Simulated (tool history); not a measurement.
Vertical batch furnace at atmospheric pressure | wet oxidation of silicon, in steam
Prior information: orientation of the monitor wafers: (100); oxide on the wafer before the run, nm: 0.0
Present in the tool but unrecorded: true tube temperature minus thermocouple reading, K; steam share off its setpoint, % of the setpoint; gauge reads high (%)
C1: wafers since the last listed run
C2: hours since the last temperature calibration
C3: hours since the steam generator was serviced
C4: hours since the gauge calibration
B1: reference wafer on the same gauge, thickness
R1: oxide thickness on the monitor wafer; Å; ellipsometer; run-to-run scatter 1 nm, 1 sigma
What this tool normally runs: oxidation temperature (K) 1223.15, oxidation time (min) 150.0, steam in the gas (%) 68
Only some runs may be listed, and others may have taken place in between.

Run 1, hour 0.0: usual settings; C1 0; C2 1545.5; C3 820.5; C4 157.5; B1 439.82. Result: R1 4402.2 Å.
Run 2, hour 83.5: usual settings; C1 717; C2 1629.0; C3 904.0; C4 241.0; B1 439.67. Result: R1 4419.7 Å.
Run 3, hour 163.7: usual settings but oxidation temperature (K) 1203.15; C1 689; C2 1709.2; C3 984.2; C4 321.2; B1 440.24. Result: R1 3728.7 Å.
Run 4, hour 250.3: usual settings but oxidation temperature (K) 1203.15; C1 744; C2 1795.8; C3 1070.8; C4 407.8; B1 440.41. Result: R1 3711.3 Å.
Run 5, hour 291.4: usual settings; C1 353; C2 1836.9; C3 1111.9; C4 448.9; B1 439.89. Result: R1 4425.6 Å.
Run 6, hour 389.5: usual settings but oxidation temperature (K) 1238.15; C1 843; C2 1935.0; C3 1210.0; C4 547.0; B1 440.11. Result: R1 4998.0 Å.
Run 7, hour 477.7: usual settings but oxidation temperature (K) 1213.15; C1 758; C2 2023.2; C3 1298.2; C4 635.2; B1 439.82. Result: R1 4056.4 Å.
Run 8, hour 558.5: usual settings; C1 694; C2 2104.0; C3 1379.0; C4 716.0; B1 440.36. Result: R1 4439.5 Å.
Run 9, hour 640.5: usual settings; C1 704; C2 2186.0; C3 1461.0; C4 798.0; B1 440.15. Result: R1 4417.1 Å.
Run 10, hour 699.7: usual settings; C1 508; C2 2245.2; C3 1520.2; C4 857.2; B1 440.28. Result: R1 4406.3 Å.
Run 11, hour 788.7: usual settings but oxidation temperature (K) 1230.15; C1 765; C2 2334.2; C3 1609.2; C4 946.2; B1 440.32. Result: R1 4704.2 Å.
Run 12, hour 1035.1: usual settings but oxidation temperature (K) 1230.15; C1 2118; C2 2580.6; C3 1855.6; C4 1192.6; B1 440.26. Result: R1 4699.9 Å.
Run 13, hour 1093.3: usual settings but oxidation temperature (K) 1230.15; C1 500; C2 2638.8; C3 1913.8; C4 1250.8; B1 439.97. Result: R1 4678.6 Å.
Run 14, hour 1168.8: usual settings but steam in the gas (%) 73; C1 649; C2 2714.3; C3 1989.3; C4 1326.3; B1 439.98. Result: R1 4660.5 Å.
Run 15, hour 1210.7: usual settings but steam in the gas (%) 73; C1 360; C2 2756.2; C3 2031.2; C4 1368.2; B1 439.78. Result: R1 4661.4 Å.
At hour 1245.3: gauge calibrated.
Run 16, hour 1251.3: usual settings but oxidation time (min) 176.5; C1 349; C2 2796.8; C3 2071.8; C4 6.0; B1 440.55. Result: R1 4971.3 Å.
Run 17, hour 1325.4: usual settings; C1 636; C2 2870.9; C3 2145.9; C4 80.1; B1 440.65. Result: R1 4437.0 Å.
Run 18, hour 1410.0: usual settings but oxidation temperature (K) 1231.15, oxidation time (min) 115.0, steam in the gas (%) 63; C1 727; C2 2955.5; C3 2230.5; C4 164.7; B1 439.80. Result: R1 3686.9 Å.
Run 19, hour 1513.4: usual settings but steam in the gas (%) 78; C1 888; C2 3058.9; C3 2333.9; C4 268.1; B1 440.22. Result: R1 4891.5 Å.
Run 20, hour 1596.2: usual settings but oxidation temperature (K) 1238.15, steam in the gas (%) 78; C1 711; C2 3141.7; C3 2416.7; C4 350.9; B1 439.78. Result: R1 5501.8 Å.
Run 21, hour 1638.9: usual settings; C1 367; C2 3184.4; C3 2459.4; C4 393.6; B1 440.30. Result: R1 4418.0 Å.
Run 22, hour 1725.4: usual settings but oxidation time (min) 205.5, steam in the gas (%) 73; C1 743; C2 3270.9; C3 2545.9; C4 480.1; B1 440.52. Result: R1 5836.8 Å.
Run 23, hour 1825.9: usual settings but oxidation temperature (K) 1245.15, oxidation time (min) 180.0, steam in the gas (%) 57; C1 863; C2 3371.4; C3 2646.4; C4 580.6; B1 439.87. Result: R1 5310.0 Å.
At hour 1909.9: thermocouples replaced and temperature profile calibrated.
Run 24, hour 1923.2: usual settings but oxidation temperature (K) 1199.15, steam in the gas (%) 72; C1 630; C2 13.3; C3 2743.7; C4 677.9; B1 439.50. Result: R1 3813.5 Å.
At hour 1970.1: steam generator serviced.
Run 25, hour 1985.8: usual settings but oxidation temperature (K) 1238.15, steam in the gas (%) 78; C1 331; C2 75.9; C3 15.7; C4 740.5; B1 439.91. Result: R1 5585.4 Å.
Run 26, hour 2052.7: usual settings but oxidation temperature (K) 1245.15, steam in the gas (%) 64; C1 575; C2 142.8; C3 82.6; C4 807.4; B1 440.12. Result: R1 5122.7 Å.
Run 27, hour 2126.4: usual settings but oxidation temperature (K) 1235.15, oxidation time (min) 181.5, steam in the gas (%) 58; C1 633; C2 216.5; C3 156.3; C4 881.1; B1 440.58. Result: R1 5092.4 Å.
Run 28, hour 2216.3: usual settings but oxidation temperature (K) 1234.15, oxidation time (min) 212.0; C1 772; C2 306.4; C3 246.2; C4 971.0; B1 439.67. Result: R1 6260.7 Å.
Run 29, hour 2304.7: usual settings but oxidation temperature (K) 1209.15, oxidation time (min) 94.0, steam in the gas (%) 76; C1 759; C2 394.8; C3 334.6; C4 1059.4; B1 440.19. Result: R1 3042.0 Å.
Run 30, hour 2354.2: usual settings but oxidation temperature (K) 1239.15, oxidation time (min) 123.0, steam in the gas (%) 72; C1 425; C2 444.3; C3 384.1; C4 1108.9; B1 439.94. Result: R1 4675.0 Å.
Run 31, hour 2450.4: usual settings; C1 826; C2 540.5; C3 480.3; C4 1205.1; B1 439.85. Result: R1 4550.8 Å.
At hour 2512.3: thermocouples replaced and temperature profile calibrated, repeated, since the last time left the tool worse.
Run 32, hour 2512.8: usual settings but oxidation time (min) 187.0; C1 330; C2 0.5; C3 542.7; C4 1267.5; B1 439.70. Result: R1 5072.3 Å.
Run 33, hour 2559.6: usual settings; C1 402; C2 47.3; C3 589.5; C4 1314.3; B1 440.26. Result: R1 4324.1 Å.
Run 34, hour 2636.0: usual settings; C1 656; C2 123.7; C3 665.9; C4 1390.7; B1 440.04. Result: R1 4306.1 Å.
Run 35, hour 2740.9: usual settings but oxidation temperature (K) 1199.15, oxidation time (min) 187.5, steam in the gas (%) 80; C1 901; C2 228.6; C3 770.8; C4 1495.6; B1 440.13. Result: R1 4703.0 Å.

Alternative continuations, all from the tool just after run 35; predict every row:
Run A, hour 2747.1: usual settings but oxidation time (min) 108.5; C1 53; C2 234.8; C3 777.0; C4 1501.8; B1 ?. Result: R1 ?.
Run B, hour 2747.1: usual settings but oxidation temperature (K) 1205.15, oxidation time (min) 98.5, steam in the gas (%) 77; C1 53; C2 234.8; C3 777.0; C4 1501.8; B1 ?. Result: R1 ?.
Run C, hour 2747.1: usual settings but oxidation temperature (K) 1205.15, oxidation time (min) 182.0, steam in the gas (%) 78; C1 53; C2 234.8; C3 777.0; C4 1501.8; B1 ?. Result: R1 ?.

run      B1      R1
  A  439.68  3388.6
  B  439.68  2920.9
  C  439.68  4741.0
Stripped of hidden state, with their random variation kept, the same runs would have yielded:
run      R1
  A  3370.5
  B  2904.7
  C  4718.3
